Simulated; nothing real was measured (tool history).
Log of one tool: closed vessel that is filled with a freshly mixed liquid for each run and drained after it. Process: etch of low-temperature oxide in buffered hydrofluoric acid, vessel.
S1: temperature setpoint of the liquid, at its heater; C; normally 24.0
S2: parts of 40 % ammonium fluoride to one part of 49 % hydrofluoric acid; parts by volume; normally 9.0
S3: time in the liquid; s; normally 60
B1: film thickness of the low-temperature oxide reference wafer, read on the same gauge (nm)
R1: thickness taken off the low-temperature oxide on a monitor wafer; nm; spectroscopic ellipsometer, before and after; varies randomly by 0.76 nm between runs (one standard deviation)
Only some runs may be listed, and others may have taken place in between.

| run | hour | S1 | S2 | S3 | B1 | R1 |
|---|---|---|---|---|---|---|
| 1 | 0.0 | 24.0 | 9.0 | 60 | 29.97 | 188.85 |
| 2 | 26.1 | 24.0 | 9.0 | 60 | 30.02 | 188.55 |
| 3 | 48.2 | 24.0 | 9.0 | 60 | 30.01 | 187.47 |
| 4 | 80.4 | 24.0 | 10.5 | 60 | 29.99 | 169.35 |
| 5 | 114.5 | 24.0 | 10.5 | 60 | 29.98 | 168.76 |
| 6 | 145.1 | 24.0 | 9.0 | 60 | 30.00 | 189.51 |
| 7 | 177.5 | 24.0 | 9.0 | 60 | 30.00 | 190.41 |
| 8 | 208.6 | 20.0 | 11.0 | 45 | 30.04 | 96.99 |
| 9 | 220.7 | 24.0 | 9.0 | 60 | 30.00 | 189.42 |
| 10 | 253.7 | 20.5 | 10.0 | 60 | 30.01 | 145.62 |
| 11 | 285.0 | 20.5 | 9.0 | 85 | 30.02 | 221.65 |
| 12 | 299.9 | 22.0 | 9.0 | 60 | 30.01 | 169.46 |
| 13 | 322.1 | 27.5 | 10.5 | 60 | 30.00 | 203.34 |
| 14 | 351.4 | 24.0 | 9.0 | 40 | 30.01 | 126.81 |

Put back what was entered between runs (3 entries, withheld): which listed runs does each sit between, and how does the hidden state differ from the listed run before to the listed run after?
Run 5 -> run 6: gauge calibrated (hour 119.6)
  nothing in the hidden state changes from one run to the other
Run 9 -> run 10: hydrofluoric acid flow meter replaced (hour 240.5)
  nothing in the hidden state changes from one run to the other
Run 10 -> run 11: thermometer replaced (hour 268.6)
  nothing in the hidden state changes from one run to the other

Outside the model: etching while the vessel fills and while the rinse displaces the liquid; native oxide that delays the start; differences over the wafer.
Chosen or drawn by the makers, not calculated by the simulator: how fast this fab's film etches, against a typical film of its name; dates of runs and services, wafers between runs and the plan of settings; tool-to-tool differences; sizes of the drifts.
